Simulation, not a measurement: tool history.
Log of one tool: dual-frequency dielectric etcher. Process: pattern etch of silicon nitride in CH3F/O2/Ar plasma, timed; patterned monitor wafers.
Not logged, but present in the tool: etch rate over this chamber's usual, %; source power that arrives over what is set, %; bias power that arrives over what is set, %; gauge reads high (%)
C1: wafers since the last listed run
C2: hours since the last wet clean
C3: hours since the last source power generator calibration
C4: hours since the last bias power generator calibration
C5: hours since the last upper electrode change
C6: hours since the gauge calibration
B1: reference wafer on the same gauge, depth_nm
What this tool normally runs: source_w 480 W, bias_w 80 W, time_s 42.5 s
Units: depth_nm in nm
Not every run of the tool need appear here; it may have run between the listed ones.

Run 1, hour 0: usual settings but time_s 51 s; C1 0; C2 10.2; C3 1484.9; C4 2422.1; C5 2853.6; C6 481.9; B1 38.98. Result: depth_nm 41.08 nm.
Run 2, hour 17.8: usual settings; C1 302; C2 28; C3 1502.7; C4 2439.9; C5 2871.4; C6 499.7; B1 38.99. Result: depth_nm 34.59 nm.
Run 3, hour 47.4: usual settings; C1 503; C2 57.6; C3 1532.3; C4 2469.5; C5 2901; C6 529.3; B1 39.01. Result: depth_nm 34.48 nm.
Run 4, hour 63.4: usual settings; C1 271; C2 73.6; C3 1548.3; C4 2485.5; C5 2917; C6 545.3; B1 39.03. Result: depth_nm 34.55 nm.
Run 5, hour 77.9: usual settings; C1 246; C2 88.1; C3 1562.8; C4 2500; C5 2931.5; C6 559.8; B1 39. Result: depth_nm 34.33 nm.
Run 6, hour 112.6: usual settings; C1 589; C2 122.8; C3 1597.5; C4 2534.7; C5 2966.2; C6 594.5; B1 38.98. Result: depth_nm 34.11 nm.
At hour 144: bias power generator calibrated.
Run 7, hour 145.2: usual settings but source_w 420 W, time_s 36.5 s; C1 486; C2 155.4; C3 1630.1; C4 1.2; C5 2998.8; C6 627.1; B1 39.01. Result: depth_nm 27.65 nm.
Run 8, hour 163.6: usual settings but source_w 430 W, bias_w 95 W, time_s 48 s; C1 312; C2 173.8; C3 1648.5; C4 19.6; C5 3017.2; C6 645.5; B1 39. Result: depth_nm 38.61 nm.
At hour 187.3: gauge calibrated.
At hour 197.8: upper electrode replaced.
At hour 199.3: wet clean of the chamber, repeated, since the last time left the tool worse.
Run 9, hour 199.8: usual settings; C1 181; C2 0.5; C3 1684.7; C4 55.8; C5 2; C6 12.5; B1 39. Result: depth_nm 36.34 nm.
Run 10, hour 207.6: usual settings but bias_w 97 W, time_s 48 s; C1 132; C2 8.3; C3 1692.5; C4 63.6; C5 9.8; C6 20.3; B1 38.99. Result: depth_nm 43.77 nm.
Run 11, hour 223: usual settings but source_w 520 W, bias_w 86 W, time_s 35 s; C1 261; C2 23.7; C3 1707.9; C4 79; C5 25.2; C6 35.7; B1 39.04. Result: depth_nm 31.83 nm.
Run 12, hour 239.4: usual settings but source_w 580 W, bias_w 73 W, time_s 35 s; C1 278; C2 40.1; C3 1724.3; C4 95.4; C5 41.6; C6 52.1; B1 38.99. Result: depth_nm 31.82 nm.
Run 13, hour 260.8: usual settings but source_w 440 W, bias_w 95 W, time_s 50 s; C1 363; C2 61.5; C3 1745.7; C4 116.8; C5 63; C6 73.5; B1 38.99. Result: depth_nm 43.45 nm.
Run 14, hour 292: usual settings but source_w 550 W, bias_w 72 W, time_s 38.5 s; C1 530; C2 92.7; C3 1776.9; C4 148; C5 94.2; C6 104.7; B1 39. Result: depth_nm 33.79 nm.
Run 15, hour 323: usual settings; C1 526; C2 123.7; C3 1807.9; C4 179; C5 125.2; C6 135.7; B1 39. Result: depth_nm 36.17 nm.
Run 16, hour 346.5: usual settings but source_w 450 W, bias_w 88 W, time_s 35.5 s; C1 399; C2 147.2; C3 1831.4; C4 202.5; C5 148.7; C6 159.2; B1 39.03. Result: depth_nm 30.14 nm.
Run 17, hour 367.9: usual settings but source_w 600 W, bias_w 85 W, time_s 46 s; C1 363; C2 168.6; C3 1852.8; C4 223.9; C5 170.1; C6 180.6; B1 39.01. Result: depth_nm 44 nm.
At hour 372.2: source power generator calibrated.
Run 18, hour 401.8: usual settings but time_s 33 s; C1 508; C2 202.5; C3 29.6; C4 257.8; C5 204; C6 214.5; B1 39.02. Result: depth_nm 27.82 nm.
Run 19, hour 429.1: usual settings but source_w 360 W, bias_w 92 W, time_s 30.5 s; C1 464; C2 229.8; C3 56.9; C4 285.1; C5 231.3; C6 241.8; B1 39. Result: depth_nm 23.53 nm.
Run 20, hour 445: usual settings but source_w 560 W, time_s 50 s; C1 270; C2 245.7; C3 72.8; C4 301; C5 247.2; C6 257.7; B1 39.02. Result: depth_nm 45.35 nm.
Run 21, hour 458.9: usual settings but time_s 52.5 s; C1 236; C2 259.6; C3 86.7; C4 314.9; C5 261.1; C6 271.6; B1 39.04. Result: depth_nm 44.28 nm.
Run 22, hour 478.2: usual settings; C1 328; C2 278.9; C3 106; C4 334.2; C5 280.4; C6 290.9; B1 38.96. Result: depth_nm 35.78 nm.
Run 23, hour 499.7: usual settings but source_w 530 W; C1 365; C2 300.4; C3 127.5; C4 355.7; C5 301.9; C6 312.4; B1 38.97. Result: depth_nm 37.28 nm.
Run 24, hour 528.2: usual settings; C1 484; C2 328.9; C3 156; C4 384.2; C5 330.4; C6 340.9; B1 39. Result: depth_nm 35.89 nm.
At hour 558.6: wet clean of the chamber.
Run 25, hour 559.1: usual settings; C1 117; C2 0.5; C3 186.9; C4 415.1; C5 361.3; C6 371.8; B1 39. Result: depth_nm 36.43 nm.
Run 26, hour 581.1: usual settings; C1 373; C2 22.5; C3 208.9; C4 437.1; C5 383.3; C6 393.8; B1 39. Result: depth_nm 36.64 nm.
Run 27, hour 678.5: usual settings but source_w 520 W, time_s 36 s; C1 1655; C2 119.9; C3 306.3; C4 534.5; C5 480.7; C6 491.2; B1 39.02. Result: depth_nm 31.82 nm.
Run 28, hour 692: usual settings but source_w 540 W, bias_w 91 W, time_s 51 s; C1 229; C2 133.4; C3 319.8; C4 548; C5 494.2; C6 504.7; B1 39.02. Result: depth_nm 47.8 nm.
Run 29, hour 722.2: usual settings; C1 513; C2 163.6; C3 350; C4 578.2; C5 524.4; C6 534.9; B1 38.99. Result: depth_nm 36 nm.

Some steps in depth_nm between neighbouring runs. How much of each would the tool show without its hidden state too (settings, what came in, random variation), and how much is left for the hidden state, with any gauge scatter that isn't in both results?
Run 7 -> 8: source_w 420 -> 430, bias_w 80 -> 95, time_s 36.5 -> 48. depth_nm +10.96 nm: hidden state -0.76, all else +11.72.
Run 8 -> 9: source_w 430 -> 480, bias_w 95 -> 80, time_s 48 -> 42.5, gauge calibrated, upper electrode replaced, wet clean of the chamber, repeated, since the last time left the tool worse. depth_nm -2.27 nm: hidden state +2.58, all else -4.85.
Run 17 -> 18: source_w 600 -> 480, bias_w 85 -> 80, time_s 46 -> 33, source power generator calibrated. depth_nm -16.18 nm: hidden state +0.08, all else -16.26.
Run 19 -> 20: source_w 360 -> 560, bias_w 92 -> 80, time_s 30.5 -> 50. depth_nm +21.82 nm: hidden state -0.33, all else +22.15.

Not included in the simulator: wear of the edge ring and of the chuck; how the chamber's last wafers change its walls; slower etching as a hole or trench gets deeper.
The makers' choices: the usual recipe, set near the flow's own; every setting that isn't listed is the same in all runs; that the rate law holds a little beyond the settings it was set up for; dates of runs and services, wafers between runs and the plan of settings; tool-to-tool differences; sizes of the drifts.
